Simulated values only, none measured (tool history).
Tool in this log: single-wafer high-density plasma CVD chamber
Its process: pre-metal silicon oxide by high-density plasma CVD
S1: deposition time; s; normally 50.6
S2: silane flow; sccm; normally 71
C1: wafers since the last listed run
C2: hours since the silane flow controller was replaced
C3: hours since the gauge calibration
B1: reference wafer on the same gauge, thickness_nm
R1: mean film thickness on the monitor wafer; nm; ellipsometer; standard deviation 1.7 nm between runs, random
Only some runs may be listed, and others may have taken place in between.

Run 1, hour 0: usual settings but S1 58 s, S2 81 sccm; C1 0; C2 3035; C3 826.3; B1 400.503. Result: R1 458.029 nm.
Run 2, hour 184.3: usual settings but S1 58 s, S2 81 sccm; C1 5293; C2 3219.3; C3 1010.6; B1 399.372. Result: R1 456.211 nm.
Run 3, hour 216.1: usual settings but S1 54.3 s, S2 64 sccm; C1 913; C2 3251.1; C3 1042.4; B1 399.939. Result: R1 341.189 nm.
Run 4, hour 271.7: usual settings but S1 44.2 s, S2 64 sccm; C1 1596; C2 3306.7; C3 1098; B1 399.935. Result: R1 277.917 nm.
Run 5, hour 308.6: usual settings; C1 1059; C2 3343.6; C3 1134.9; B1 400.129. Result: R1 354.494 nm.
Run 6, hour 351.7: usual settings; C1 1237; C2 3386.7; C3 1178; B1 399.973. Result: R1 350.262 nm.
Run 7, hour 418.6: usual settings; C1 1921; C2 3453.6; C3 1244.9; B1 399.687. Result: R1 350.448 nm.
Run 8, hour 483.8: usual settings; C1 1872; C2 3518.8; C3 1310.1; B1 399.793. Result: R1 349.145 nm.
Run 9, hour 542.9: usual settings; C1 1697; C2 3577.9; C3 1369.2; B1 400.216. Result: R1 347.839 nm.
Run 10, hour 583.2: usual settings; C1 1157; C2 3618.2; C3 1409.5; B1 399.51. Result: R1 349.774 nm.
Run 11, hour 640.8: usual settings but S1 54.7 s; C1 1654; C2 3675.8; C3 1467.1; B1 399.897. Result: R1 380.2 nm.
Run 12, hour 700.5: usual settings; C1 1714; C2 3735.5; C3 1526.8; B1 400.177. Result: R1 349.846 nm.
Run 13, hour 747.4: usual settings; C1 1347; C2 3782.4; C3 1573.7; B1 399.66. Result: R1 348.851 nm.
Run 14, hour 782.7: usual settings but S2 65 sccm; C1 1013; C2 3817.7; C3 1609; B1 400.191. Result: R1 321.258 nm.
Run 15, hour 854.7: usual settings but S1 53.4 s, S2 59 sccm; C1 2068; C2 3889.7; C3 1681; B1 400.016. Result: R1 307.953 nm.
Run 16, hour 892.2: usual settings but S1 42.3 s, S2 63 sccm; C1 1077; C2 3927.2; C3 1718.5; B1 399.995. Result: R1 262.093 nm.
Run 17, hour 945.5: usual settings but S1 58.5 s; C1 1530; C2 3980.5; C3 1771.8; B1 399.971. Result: R1 406.624 nm.
Run 18, hour 982.7: usual settings but S1 57.8 s, S2 58 sccm; C1 1068; C2 4017.7; C3 1809; B1 399.939. Result: R1 330.83 nm.
Run 19, hour 1022.1: usual settings; C1 1131; C2 4057.1; C3 1848.4; B1 399.63. Result: R1 348.901 nm.
Run 20, hour 1062.3: usual settings; C1 1154; C2 4097.3; C3 1888.6; B1 399.531. Result: R1 350.129 nm.
Run 21, hour 1103.2: usual settings but S1 60.1 s, S2 62 sccm; C1 1174; C2 4138.2; C3 1929.5; B1 400.277. Result: R1 365.179 nm.
Run 22, hour 1170.7: usual settings but S1 59.9 s, S2 84 sccm; C1 1938; C2 4205.7; C3 1997; B1 399.768. Result: R1 488.685 nm.
At hour 1183.8: silane flow controller replaced.
At hour 1206.4: gauge calibrated.
Run 23, hour 1217.8: usual settings but S1 56.2 s, S2 64 sccm; C1 1123; C2 34; C3 11.4; B1 400.237. Result: R1 371.615 nm.
Run 24, hour 1267: usual settings but S1 54.4 s, S2 78 sccm; C1 1413; C2 83.2; C3 60.6; B1 400.442. Result: R1 433.435 nm.
Run 25, hour 1330.4: usual settings but S2 76 sccm; C1 1821; C2 146.6; C3 124; B1 400.148. Result: R1 393.064 nm.
Run 26, hour 1391: usual settings but S1 44.2 s, S2 64 sccm; C1 1740; C2 207.2; C3 184.6; B1 400.37. Result: R1 290.883 nm.
Run 27, hour 1416.4: usual settings; C1 729; C2 232.6; C3 210; B1 399.465. Result: R1 368.376 nm.
Run 28, hour 1486.3: usual settings; C1 2007; C2 302.5; C3 279.9; B1 399.902. Result: R1 366.951 nm.

Run 29 has not been measured yet. What should we expect?
Run 29, hour 1529.5: usual settings but S1 42.3 s, S2 76 sccm; C1 1240; C2 345.7; C3 323.1; B1 ?. Result: R1 ?.

B1: 399.607
R1: 324.231 nm
Were there no unlogged condition in the tool, this run, its random variation unchanged, would have produced R1 327.619 nm.
